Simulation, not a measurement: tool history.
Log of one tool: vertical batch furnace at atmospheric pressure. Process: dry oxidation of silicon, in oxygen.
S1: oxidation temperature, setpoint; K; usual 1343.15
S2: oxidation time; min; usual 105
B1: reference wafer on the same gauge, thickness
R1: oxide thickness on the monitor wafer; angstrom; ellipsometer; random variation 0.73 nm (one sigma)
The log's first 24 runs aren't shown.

run     day       S1     S2      B1      R1
 25  24.267  1323.15     63  140.18    1020
 26  25.033  1334.15    105  139.94    1484
 27  26.217  1366.15    142  140.21  2133.8
 28    27.6  1343.15    105  140.02  1561.5
 29    28.5  1334.15  152.5  139.97    1846
 30  29.508  1328.15   59.5  140.46  1017.9
     31.362  -- thermocouples replaced and temperature profile calibrated
 31  31.383  1324.15    147   140.3  1714.5
 32  31.883  1343.15    105  140.69  1565.5
 33  35.529  1336.15  151.5  140.69  1868.7
 34  36.488  1343.15    105  141.01  1570.1
 35   37.15  1368.15    105  140.87  1809.2
 36   38.25  1352.15    105  141.28  1654.6
 37  39.608  1330.15  125.5  141.29  1618.1
 38  40.258  1359.15    105  141.88  1710.4
 39  40.888  1323.15    131  141.47  1595.1

Forecast each of these 4 alternatives for the next run:
  A  41.096  1343.15  139.5   ?   ?
  B  41.096  1358.15    149   ?   ?
  C  41.096  1324.15   78.5   ?   ?
  D  41.096  1358.15    134   ?   ?

run      B1      R1
  A  141.87  1864.3
  B  141.87    2116
  C  141.87  1184.9
  D  141.87  1989.3
Without the tool's hidden state the same runs would have given:
run      R1
  A  1842.5
  B  2091.4
  C  1171.1
  D  1966.2

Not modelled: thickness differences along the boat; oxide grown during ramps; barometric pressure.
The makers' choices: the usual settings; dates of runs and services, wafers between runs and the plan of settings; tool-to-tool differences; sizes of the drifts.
